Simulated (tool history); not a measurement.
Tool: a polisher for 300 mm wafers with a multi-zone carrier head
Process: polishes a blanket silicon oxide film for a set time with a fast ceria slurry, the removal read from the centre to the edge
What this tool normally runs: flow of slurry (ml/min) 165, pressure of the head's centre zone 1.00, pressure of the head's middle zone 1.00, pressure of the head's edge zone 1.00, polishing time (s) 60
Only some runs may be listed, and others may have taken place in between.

run    hour  flow of slurry (ml/min)  pressure of the head's centre zone  pressure of the head's middle zone  pressure of the head's edge zone  polishing time (s)  incoming thickness of the incoming film, nm  film removed at the wafer's centre (angstrom)  film removed at mid-radius (angstrom)  film removed at the wafer's edge (angstrom)
  1     0.0                      165                                1.00                                1.00                              1.00                  60                                       3941.6                                           4672                                   4788                                         4889
       10.3  -- slurry nozzle cleaned
  2    47.0                      165                                1.00                                1.00                              1.00                  60                                       3956.9                                           4961                                   5267                                         5104
  3   104.9                      165                                1.00                                1.00                              1.00                  60                                       4009.7                                           4937                                   5088                                         5181
  4   173.4                      165                                1.00                                0.96                              1.00                  79                                       3995.7                                           6495                                   6427                                         6571
  5   216.2                      220                                0.90                                1.00                              0.93                  60                                       4011.3                                           4853                                   5366                                         5076
      236.5  -- edge zone pressure recalibrated
      237.7  -- worn pad replaced by a new one
  6   254.9                      165                                1.09                                1.00                              1.00                  60                                       3988.6                                           5242                                   5031                                         4988
  7   351.4                      165                                0.93                                0.93                              0.91                  39                                       3971.1                                           3035                                   3035                                         3079
  8   388.4                      165                                1.00                                1.00                              1.00                  60                                       3924.5                                           4725                                   5034                                         5003
  9   472.7                      165                                0.95                                0.88                              0.94                  51                                       4010.3                                           3890                                   3798                                         4056
 10   536.7                      115                                0.95                                1.00                              0.89                  60                                       3999.5                                           3927                                   4411                                         4228
 11   584.7                      135                                1.00                                1.12                              0.90                  68                                       3935.3                                           4946                                   5635                                         5085
      630.0  -- slurry nozzle cleaned
 12   690.1                      145                                1.09                                1.07                              1.10                  60                                       3966.4                                           5107                                   5357                                         5272
 13   776.8                      165                                1.00                                1.00                              1.00                  60                                       3939.1                                           5029                                   5158                                         5185
      821.1  -- worn pad replaced by a new one
 14   873.5                      165                                1.00                                1.00                              1.00                  60                                       4055.7                                           4930                                   5037                                         5100
      891.6  -- centre zone pressure recalibrated
 15   934.1                      165                                1.00                                1.00                              1.00                  60                                       4023.7                                           4853                                   5011                                         5007
      945.3  -- carrier head's membrane replaced by a new one
 16  1014.3                      165                                1.05                                1.00                              1.00                  60                                       4025.0                                           4999                                   4992                                         5060
     1031.4  -- edge zone pressure recalibrated
 17  1070.5                      165                                1.00                                1.00                              1.00                  67                                       3982.2                                           5345                                   5536                                         5574
 18  1115.7                      190                                1.12                                0.97                              0.96                  60                                       3906.5                                           5339                                   4996                                         5026
     1249.9  -- slurry nozzle cleaned
 19  1401.4                      225                                1.04                                1.00                              1.09                  60                                       3974.2                                           5438                                   5488                                         5622
     1418.4  -- worn pad replaced by a new one
 20  1499.3                      165                                1.00                                1.00                              1.00                  48                                       3918.8                                           3916                                   4005                                         4122
 21  1538.6                      165                                1.10                                1.05                              0.90                  54                                       4065.7                                           4699                                   4818                                         4426

The same runs without the tool's hidden state, with the same run-to-run variation:
Hidden state at play: removal rate lost through wear of the pad, %; slurry flow missing at the pad, %; deviation of the centre zone's pressure from its setpoint, %; deviation of the edge zone's pressure from its setpoint, %.
run  film removed at the wafer's centre (angstrom)  film removed at mid-radius (angstrom)  film removed at the wafer's edge (angstrom)
  1                                           5109                                   5183                                         5171
  2                                           4999                                   5303                                         5130
  3                                           5006                                   5151                                         5228
  4                                           6637                                   6552                                         6663
  5                                           4949                                   5461                                         5143
  6                                           5411                                   5175                                         5090
  7                                           3174                                   3158                                         3168
  8                                           4968                                   5264                                         5166
  9                                           4146                                   4019                                         4222
 10                                           4394                                   4861                                         4511
 11                                           5494                                   6176                                         5415
 12                                           5157                                   5403                                         5305
 13                                           5119                                   5241                                         5245
 14                                           5077                                   5170                                         5196
 15                                           5037                                   5180                                         5128
 16                                           5249                                   5213                                         5219
 17                                           5660                                   5825                                         5780
 18                                           5644                                   5250                                         5210
 19                                           5500                                   5545                                         5665
 20                                           4025                                   4103                                         4195
 21                                           4854                                   4958                                         4519
